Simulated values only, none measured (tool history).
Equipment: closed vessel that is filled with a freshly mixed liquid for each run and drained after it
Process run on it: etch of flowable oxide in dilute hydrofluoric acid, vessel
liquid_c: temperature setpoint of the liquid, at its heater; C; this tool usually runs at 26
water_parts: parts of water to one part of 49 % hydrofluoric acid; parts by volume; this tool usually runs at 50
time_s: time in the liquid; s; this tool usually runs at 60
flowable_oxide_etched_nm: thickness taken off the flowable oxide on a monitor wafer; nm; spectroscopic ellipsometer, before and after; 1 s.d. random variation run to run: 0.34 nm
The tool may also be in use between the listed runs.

run,hour,liquid_c,water_parts,time_s,"read-back film thickness of the flowable oxide reference wafer, read on the same gauge (nm)",flowable_oxide_etched_nm
1,0,26,50,60,40.01,69.2
2,14.5,26,50,60,39.97,69.42
3,29.5,26,50,60,40.02,69.95
4,35.7,26,50,60,39.96,69.09
5,47.1,26,50,60,40.02,70.01
6,56.1,26,50,60,40,69.2
7,69,28.5,50,35,40.01,44.76
8,80.1,28.5,50,35,40.04,45.43
9,97.5,26,50,60,40.03,70.78
10,106.3,26,50,60,40,70.44
11,121.7,26,50,60,40,70.71
12,139,26,50,60,40.01,70.55
13,156.6,26,50,35,40.03,41.7
14,174.1,26,50,35,40.03,41.9
# hour 203.3: gauge calibrated
15,212.1,26,50,60,40.01,72.36
16,222.8,30.5,35,60,40,126.26
17,232,23.5,40,70,39.95,96.23
18,246.2,24.5,65,50,39.98,43.11
# hour 249.6: thermometer replaced
19,254.4,26,70,80,40.03,61.32
20,264.9,28,40,30,40,45.37
21,292.2,26,50,60,39.97,66.13
# hour 324.8: hydrofluoric acid flow meter replaced
22,333,26,50,95,39.97,93.38
23,347.2,26,25,50,40.02,103.73
24,363.3,26,50,30,40,29.46
25,379.7,26,50,35,40,35.28
26,390.2,30.5,35,60,40.03,102.87
27,403.8,26,40,60,40.01,75.35
28,410,28.5,30,30,39.97,56.91
29,422.9,28.5,50,35,40.02,38.46
30,435.1,26,60,60,39.99,49.57
31,442.6,26,50,60,39.94,60.59
32,454.1,30.5,40,60,39.99,92.49
33,462.4,23,60,40,40.01,29.33
34,473.5,28,50,75,40.05,81.89
35,484.4,30,60,45,39.99,44.05

Hidden state or all else? Some run-to-run changes of flowable_oxide_etched_nm, split into what the settings, what came in and random variation would give without the hidden state, and what is left for the hidden state (with any gauge scatter that isn't in both results):
Hidden state at play: liquid hotter than its thermometer reads (K); hydrofluoric acid flow above the setpoint (%); gauge reads high (%).
Run 15 -> 16: liquid_c 26 -> 30.5, water_parts 50 -> 35. flowable_oxide_etched_nm +53.9 nm: hidden state +10.18, all else +43.72.
Run 17 -> 18: liquid_c 23.5 -> 24.5, water_parts 40 -> 65, time_s 70 -> 50. flowable_oxide_etched_nm -53.12 nm: hidden state -10.28, all else -42.84.
Run 21 -> 22: time_s 60 -> 95, hydrofluoric acid flow meter replaced. flowable_oxide_etched_nm +27.25 nm: hidden state -6.52, all else +33.77.
Run 23 -> 24: water_parts 25 -> 50, time_s 50 -> 30. flowable_oxide_etched_nm -74.27 nm: hidden state -1.31, all else -72.96.
Run 25 -> 26: liquid_c 26 -> 30.5, water_parts 50 -> 35, time_s 35 -> 60. flowable_oxide_etched_nm +67.59 nm: hidden state +1.8, all else +65.79.
Run 32 -> 33: liquid_c 30.5 -> 23, water_parts 40 -> 60, time_s 60 -> 40. flowable_oxide_etched_nm -63.16 nm: hidden state -2.26, all else -60.9.
